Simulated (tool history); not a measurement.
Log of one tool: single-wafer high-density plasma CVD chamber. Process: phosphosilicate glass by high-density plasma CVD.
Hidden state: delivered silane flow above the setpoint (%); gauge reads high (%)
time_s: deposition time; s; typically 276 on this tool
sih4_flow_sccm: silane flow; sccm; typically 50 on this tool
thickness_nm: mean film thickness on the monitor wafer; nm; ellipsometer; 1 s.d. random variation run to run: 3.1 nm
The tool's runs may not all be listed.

| run | day | time_s | sih4_flow_sccm | wafers since the last listed run | hours since the silane flow controller was replaced | hours since the gauge calibration | read-back reference wafer on the same gauge, thickness_nm | thickness_nm |
|---|---|---|---|---|---|---|---|---|
| 1 | 0 | 276 | 50 | 0 | 3693.9 | 125.1 | 1250.665 | 1518.846 |
| 2 | 2.858 | 276 | 50 | 611 | 3762.5 | 193.7 | 1249.778 | 1515.634 |
| 3 | 6.738 | 276 | 50 | 829 | 3855.6 | 286.8 | 1250.174 | 1513.364 |
| 4 | 8.25 | 276 | 50 | 323 | 3891.9 | 323.1 | 1248.798 | 1516.63 |
| 5 | 11.204 | 276 | 50 | 631 | 3962.8 | 394 | 1249.716 | 1508.407 |
|  | 11.7 | silane flow controller replaced |
| 6 | 12.812 | 276 | 50 | 272 | 26.7 | 432.6 | 1249.802 | 1512.097 |
| 7 | 16.417 | 276 | 50 | 770 | 113.2 | 519.1 | 1248.716 | 1513.859 |
| 8 | 18.383 | 276 | 50 | 420 | 160.4 | 566.3 | 1249.557 | 1519.005 |
| 9 | 20.55 | 261 | 46 | 463 | 212.4 | 618.3 | 1248.23 | 1319.473 |
| 10 | 22.367 | 276 | 50 | 388 | 256 | 661.9 | 1248.861 | 1516.995 |
|  | 23.017 | gauge calibrated |
| 11 | 24.179 | 328 | 57 | 387 | 299.5 | 27.9 | 1249.944 | 2047.68 |
| 12 | 26.062 | 249 | 56 | 402 | 344.7 | 73.1 | 1249.922 | 1532.181 |
| 13 | 28.483 | 249 | 44 | 517 | 402.8 | 131.2 | 1248.587 | 1201.999 |
| 14 | 31.596 | 276 | 50 | 665 | 477.5 | 205.9 | 1250.061 | 1515.323 |
| 15 | 35.021 | 276 | 54 | 732 | 559.7 | 288.1 | 1249.973 | 1635.742 |

Across each entry between runs, compare the hidden state at the last listed run before it with the hidden state at the first listed run after it:
Between runs 5 and 6: silane flow controller replaced (day 11.7)
  nothing in the hidden state changes from one run to the other
Between runs 10 and 11: gauge calibrated (day 23.017)
  nothing in the hidden state changes from one run to the other
